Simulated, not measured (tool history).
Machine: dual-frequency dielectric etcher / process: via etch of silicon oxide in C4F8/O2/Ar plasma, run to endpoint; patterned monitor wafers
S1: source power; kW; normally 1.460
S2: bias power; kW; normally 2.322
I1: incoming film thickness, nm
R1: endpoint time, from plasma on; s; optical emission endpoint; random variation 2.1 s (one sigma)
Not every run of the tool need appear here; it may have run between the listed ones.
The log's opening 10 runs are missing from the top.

run   hour     S1     S2      I1     R1
     229.1  -- wet clean of the chamber
 11  229.6  1.460  2.322  1242.3  290.3
 12  229.9  1.680  2.322  1246.7  275.5
 13  254.4  1.680  2.322  1264.2  276.4
 14  272.9  1.680  2.322  1265.1  278.0
 15  305.8  1.460  2.554  1256.5  284.0
 16  329.2  1.460  2.322  1273.7  296.2
     340.0  -- source power generator calibrated
 17  348.1  1.460  2.322  1246.1  286.6
 18  373.6  1.460  2.322  1243.8  287.8
     391.7  -- bias power generator calibrated
     416.7  -- upper electrode replaced
 19  460.6  1.460  2.322  1250.6  286.6
 20  549.1  1.350  2.087  1251.8  298.3
 21  605.8  1.750  2.322  1258.4  260.2
     661.9  -- wet clean of the chamber
 22  662.4  1.460  2.322  1260.7  296.5
 23  666.3  1.460  2.322  1274.3  302.0
 24  680.8  1.670  2.634  1267.8  270.5
 25  711.6  1.140  2.322  1260.8  321.7
 26  733.5  1.580  1.827  1252.7  297.8
 27  760.1  1.160  2.322  1249.4  317.1

Run 28 comes next. What will it give?
 28  779.8  1.270  1.998  1255.6   ?

R1: 317.8 s
Had the tool carried no hidden state, the very same run would have given R1 321.3 s.
